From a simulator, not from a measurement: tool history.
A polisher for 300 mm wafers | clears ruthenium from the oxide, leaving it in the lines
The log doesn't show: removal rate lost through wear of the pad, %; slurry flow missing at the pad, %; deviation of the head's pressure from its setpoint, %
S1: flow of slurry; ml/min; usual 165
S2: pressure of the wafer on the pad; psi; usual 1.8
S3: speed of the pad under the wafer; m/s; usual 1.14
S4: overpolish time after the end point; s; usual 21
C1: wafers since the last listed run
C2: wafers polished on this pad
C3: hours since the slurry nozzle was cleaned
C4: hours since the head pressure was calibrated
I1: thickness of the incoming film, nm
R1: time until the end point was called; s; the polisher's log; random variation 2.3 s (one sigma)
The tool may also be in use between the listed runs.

run,day,S1,S2,S3,S4,C1,C2,C3,C4,I1,R1
1,0.000,165,1.8,1.14,21,0,1589,123.6,259.7,140.5,136.2
# day 4.450: worn pad replaced by a new one
2,4.954,165,1.8,1.14,21,884,92,242.5,378.6,141.5,132.6
3,7.017,165,1.8,1.14,21,381,473,292.0,428.1,142.7,135.6
# day 14.750: worn pad replaced by a new one
# day 15.262: head pressure recalibrated
4,15.321,165,1.8,1.14,21,1488,89,491.3,1.4,140.1,141.6
# day 17.129: slurry nozzle cleaned
5,17.729,165,1.8,1.14,21,437,527,14.4,59.2,141.4,144.2
6,19.492,165,1.8,1.14,21,325,852,56.7,101.5,142.7,144.6
7,22.092,165,1.8,1.14,21,480,1333,119.1,163.9,138.4,134.8
8,23.825,165,1.8,1.14,21,320,1653,160.7,205.5,140.7,136.6
9,25.775,205,1.8,1.14,21,360,2013,207.5,252.3,141.4,141.5
# day 27.138: worn pad replaced by a new one
10,28.246,165,1.8,0.86,21,425,204,266.8,311.6,142.6,187.2
11,30.808,165,1.8,0.86,21,473,678,328.3,373.1,139.3,179.8
12,33.779,165,1.8,0.86,21,548,1227,399.6,444.4,139.4,174.4
13,36.017,165,1.8,1.24,21,413,1640,453.3,498.1,142.8,123.7
14,37.625,165,1.8,1.14,21,297,1937,491.9,536.7,139.6,130.1
# day 39.329: worn pad replaced by a new one
# day 39.438: slurry nozzle cleaned
15,39.638,165,1.8,1.14,13,333,49,4.8,585.0,140.9,129.6
16,42.258,210,1.8,1.14,28,484,533,67.7,647.9,138.2,124.1
# day 42.438: head pressure recalibrated
17,43.604,165,1.8,1.14,13,233,767,100.0,28.0,139.7,139.3
18,46.212,165,1.8,1.48,21,481,1249,162.6,90.6,140.6,108.4
19,47.408,115,1.8,1.14,21,220,1469,191.3,119.3,137.9,142.9
20,50.183,165,1.8,1.14,11,512,1982,257.9,185.9,140.9,140.1
# day 51.600: worn pad replaced by a new one
21,51.621,165,1.8,0.78,34,234,3,292.4,220.4,138.6,203.5
22,54.421,165,1.8,1.14,21,517,521,359.6,287.6,143.1,139.9
23,57.042,165,1.8,1.14,21,484,1005,422.5,350.5,139.6,134.3
24,58.100,165,1.8,1.14,21,195,1200,447.9,375.9,140.8,135.9

Hidden state at the last listed run before each entry between runs and at the first one after, where it differs:
Between runs 1 and 2: worn pad replaced by a new one (day 4.450)
  deviation of the head's pressure from its setpoint, %: 2.18 -> 4.73
  measured less the result without the state, R1: -2.3 -> -4.9 s
Between runs 3 and 4: worn pad replaced by a new one (day 14.750); head pressure recalibrated (day 15.262)
  deviation of the head's pressure from its setpoint, %: 6.07 -> -1.7
  measured less the result without the state, R1: -6.5 -> +1.9 s
Between runs 4 and 5: slurry nozzle cleaned (day 17.129)
  deviation of the head's pressure from its setpoint, %: -1.7 -> -1.58
  measured less the result without the state, R1: +1.9 -> +1.8 s
Between runs 9 and 10: worn pad replaced by a new one (day 27.138)
  deviation of the head's pressure from its setpoint, %: 0.436 -> 1.56
  measured less the result without the state, R1: -0.5 -> -2.3 s
Between runs 14 and 15: worn pad replaced by a new one (day 39.329); slurry nozzle cleaned (day 39.438)
  deviation of the head's pressure from its setpoint, %: 7.97 -> 9.79
  measured less the result without the state, R1: -8.1 -> -10.0 s
Between runs 16 and 17: head pressure recalibrated (day 42.438)
  deviation of the head's pressure from its setpoint, %: 12.4 -> -1.34
  measured less the result without the state, R1: -12.1 -> +1.5 s
Between runs 20 and 21: worn pad replaced by a new one (day 51.600)
  deviation of the head's pressure from its setpoint, %: -0.202 -> 0.269
  measured less the result without the state, R1: +0.2 -> -0.4 s
